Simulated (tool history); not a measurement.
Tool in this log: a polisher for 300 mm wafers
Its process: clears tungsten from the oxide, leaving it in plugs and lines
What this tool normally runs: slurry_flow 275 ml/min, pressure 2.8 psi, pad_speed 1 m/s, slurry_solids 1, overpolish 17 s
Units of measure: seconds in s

run,hour,slurry_flow,pressure,pad_speed,slurry_solids,overpolish,"incoming thickness of the incoming film, nm",seconds
1,0,250,2.8,1,1,17,429.4,99.5
2,7.3,275,2.8,1,0.8,17,422.6,101.3
# hour 18.7: worn pad replaced by a new one
3,19.2,275,2.8,1,1,17,436.2,95.8
# hour 28.6: slurry tank refilled with fresh slurry and peroxide
4,31,275,2.8,1,1,17,428.8,96.1
5,45.5,275,2.8,1,1,17,433.8,95.1
6,58.2,275,2.8,1,1,17,432,96.9
7,71.9,230,2.8,1,1,17,429,99.2
# hour 87.3: slurry blender recalibrated
# hour 110: slurry tank refilled with fresh slurry and peroxide
# hour 113.8: worn pad replaced by a new one
8,114.3,230,2.8,1,1,17,433.5,94.8
9,121.6,230,2.8,1,1,17,428.7,97.3
10,134.7,275,2.8,1,1,17,431.7,98.1
11,140.9,275,2.8,1,0.7,17,432,105.2
12,153.4,220,2.1,1,0.75,17,432.4,136.3
13,168,275,2.8,1,1,11,426.4,93.3
# hour 186.5: slurry tank refilled with fresh slurry and peroxide
# hour 190.5: worn pad replaced by a new one
14,200.6,350,2.8,1,1.15,17,435.6,92
# hour 209: slurry nozzle cleaned
# hour 213.3: head pressure recalibrated
15,214.2,275,2.8,1,0.85,17,428.4,92.1
16,225.2,275,3.5,1,1,17,433,72.1
17,234.7,275,2.8,1,1,17,428.4,87.1
18,244.3,275,1.8,0.8,1.3,21,430.4,150.1
# hour 265: slurry tank refilled with fresh slurry and peroxide
# hour 290.3: worn pad replaced by a new one
19,296.7,275,2.8,1,1,17,424.4,84.8
20,305.1,275,2.8,1,1,17,430.7,84.6
# hour 311.6: head pressure recalibrated, repeated, since the last time left the tool worse
21,320.6,275,2.8,1.14,1.2,17,423.2,87.9
22,334,275,2.8,1,1,17,429.7,102.5
23,340.2,275,3.3,1,1,17,430,85.7
# hour 353.4: slurry tank refilled with fresh slurry and peroxide
24,353.9,345,2.8,1,1.25,12,436.4,95.2
# hour 366.2: worn pad replaced by a new one
25,369.6,345,2.8,1.12,1,17,427,87.5

Forecast each of these 5 alternatives for the next run:
A,370.1,275,2.8,1,0.9,17,430.8,?
B,370.1,275,2.8,1.16,1,17,430.8,?
C,370.1,275,2.8,0.82,1,17,430.8,?
D,370.1,325,2.8,1,1.25,7,430.8,?
E,370.1,305,2.8,1,1,17,430.8,?

run,seconds
A,106.2
B,93.2
C,118.2
D,96.9
E,102.7
Take away the tool's hidden state, keep each run's random variation, and the runs would have read:
run,seconds
A,106.9
B,93.9
C,119
D,97.6
E,103.5

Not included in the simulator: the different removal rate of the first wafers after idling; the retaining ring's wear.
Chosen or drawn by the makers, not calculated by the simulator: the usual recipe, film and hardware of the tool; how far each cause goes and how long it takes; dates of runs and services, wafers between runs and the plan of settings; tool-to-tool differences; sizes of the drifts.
